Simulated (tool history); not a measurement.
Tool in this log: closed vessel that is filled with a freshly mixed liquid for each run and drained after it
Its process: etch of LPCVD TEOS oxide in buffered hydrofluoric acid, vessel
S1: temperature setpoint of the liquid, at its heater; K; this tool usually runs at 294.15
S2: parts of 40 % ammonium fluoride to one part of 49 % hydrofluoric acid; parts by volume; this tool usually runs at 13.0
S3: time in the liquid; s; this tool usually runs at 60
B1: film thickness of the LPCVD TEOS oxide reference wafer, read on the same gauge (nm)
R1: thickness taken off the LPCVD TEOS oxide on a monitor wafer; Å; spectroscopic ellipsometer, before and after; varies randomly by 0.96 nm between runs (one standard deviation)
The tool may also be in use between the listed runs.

run    hour      S1    S2  S3     B1      R1
  1     0.0  294.15  13.0  60  79.98  1689.3
  2    32.3  294.15  13.0  60  79.96  1691.4
  3    96.4  294.15  13.0  60  80.06  1695.0
  4   192.1  294.15  13.0  60  80.00  1693.1
  5   257.1  294.15  13.0  60  80.05  1693.9
  6   304.6  294.15  13.0  40  80.00  1134.5
  7   358.2  294.15  13.0  40  80.01  1136.8
  8   405.1  294.15  13.0  40  80.02  1137.4
  9   448.9  294.15  13.0  60  80.02  1708.0
 10   484.5  294.15  13.0  60  79.99  1683.9
 11   540.6  294.15  13.0  60  80.01  1699.8
 12   580.2  294.15  13.0  60  80.03  1701.9
      593.1  -- thermometer replaced
 13   637.1  294.15  13.0  60  80.00  1637.0
 14   701.0  294.15  13.0  60  80.02  1635.2
 15   729.6  294.15  13.0  60  80.00  1659.8
 16   778.8  290.65   9.0  60  80.00  1933.3
 17   828.9  298.65  13.0  60  80.00  2110.8
      844.2  -- hydrofluoric acid flow meter replaced
      846.8  -- gauge calibrated
 18   885.1  290.65   9.0  35  80.00  1162.2
 19   915.1  295.65  11.0  60  79.94  2229.3
 20   953.0  294.15  14.5  60  80.04  1591.3
 21  1020.0  294.15   8.0  60  80.02  2775.9
 22  1069.7  294.15  11.0  60  79.94  2074.1
 23  1103.1  290.15  10.5  30  79.96   869.5
 24  1140.4  294.15  13.0  60  79.99  1777.0
 25  1173.3  294.15  13.0  60  80.03  1760.7
 26  1232.6  298.65  15.5  90  80.01  2850.0
 27  1291.7  294.15  13.0  60  80.01  1769.7

Here are 3 independent what-if runs from the current tool condition. What would each one return?
  A  1292.4  294.15  13.0  60   ?   ?
  B  1292.4  294.15  10.5  30   ?   ?
  C  1292.4  292.15  17.0  75   ?   ?

run     B1      R1
  A  80.02  1767.1
  B  80.02  1088.7
  C  80.02  1517.4
What these runs would have given with no unlogged condition in the tool:
run      R1
  A  1723.4
  B  1061.7
  C  1479.2

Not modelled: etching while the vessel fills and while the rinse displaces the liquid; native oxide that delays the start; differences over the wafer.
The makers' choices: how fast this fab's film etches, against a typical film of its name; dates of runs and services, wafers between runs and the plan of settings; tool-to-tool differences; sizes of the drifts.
